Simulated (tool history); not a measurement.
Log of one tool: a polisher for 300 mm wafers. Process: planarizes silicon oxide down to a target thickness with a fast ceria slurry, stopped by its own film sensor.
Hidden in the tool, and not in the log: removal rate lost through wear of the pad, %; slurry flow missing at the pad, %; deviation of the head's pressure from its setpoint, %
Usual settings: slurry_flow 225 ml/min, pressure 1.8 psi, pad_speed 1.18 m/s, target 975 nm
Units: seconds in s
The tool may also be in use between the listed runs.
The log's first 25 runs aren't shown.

run   hour  slurry_flow  pressure  pad_speed  target  wafers since the last listed run  wafers polished on this pad  hours since the slurry nozzle was cleaned  hours since the head pressure was calibrated  incoming thickness of the incoming film, nm  seconds
     402.5  -- slurry nozzle cleaned
 26  410.6          225       1.8       1.18     975                               125                          313                                        8.1                                         166.1                                       2088.3    103.3
 27  419.5          155       1.8       1.18    1222                                78                          391                                       17.0                                         175.0                                       2065.0     84.3
 28  433.0          225       1.8       1.18     975                               118                          510                                       30.5                                         188.5                                       2115.9    110.5
 29  444.0          265       1.8       1.00    1240                                96                          606                                       41.5                                         199.5                                       2068.6     92.6
 30  455.8          265       1.8       1.18     779                               103                          710                                       53.3                                         211.3                                       2084.7    126.8
 31  470.6          225       1.8       1.52     975                               129                          840                                       68.1                                         226.1                                       2063.4     84.8
     474.8  -- worn pad replaced by a new one
 32  484.5          225       1.8       1.18     975                                86                           85                                       82.0                                         240.0                                       2059.4     99.7
 33  498.4          165       1.8       1.18    1298                               122                          207                                       95.9                                         253.9                                       2077.8     75.5
 34  508.4          225       1.8       1.18     975                                87                          294                                      105.9                                         263.9                                       2080.1    105.0
 35  524.3          225       1.8       1.18    1172                               139                          434                                      121.8                                         279.8                                       2094.4     88.6
 36  534.4          155       2.1       1.18     790                                88                          523                                      131.9                                         289.9                                       2107.4    117.8

Forecast each of these 5 alternatives for the next run:
  A  534.9          225       1.8       1.18     975                                 4                          527                                      132.4                                         290.4                                       2091.3        ?
  B  534.9          175       1.8       1.32     625                                 4                          527                                      132.4                                         290.4                                       2091.3        ?
  C  534.9          200       1.8       0.88     975                                 4                          527                                      132.4                                         290.4                                       2091.3        ?
  D  534.9          225       1.8       1.18    1339                                 4                          527                                      132.4                                         290.4                                       2091.3        ?
  E  534.9          225       1.6       1.18     975                                 4                          527                                      132.4                                         290.4                                       2091.3        ?

run  seconds
  A    105.8
  B    128.2
  C    143.8
  D     71.3
  E    115.5
Without the tool's hidden state the same runs would have given:
run  seconds
  A     98.4
  B    119.3
  C    133.8
  D     66.3
  E    107.5
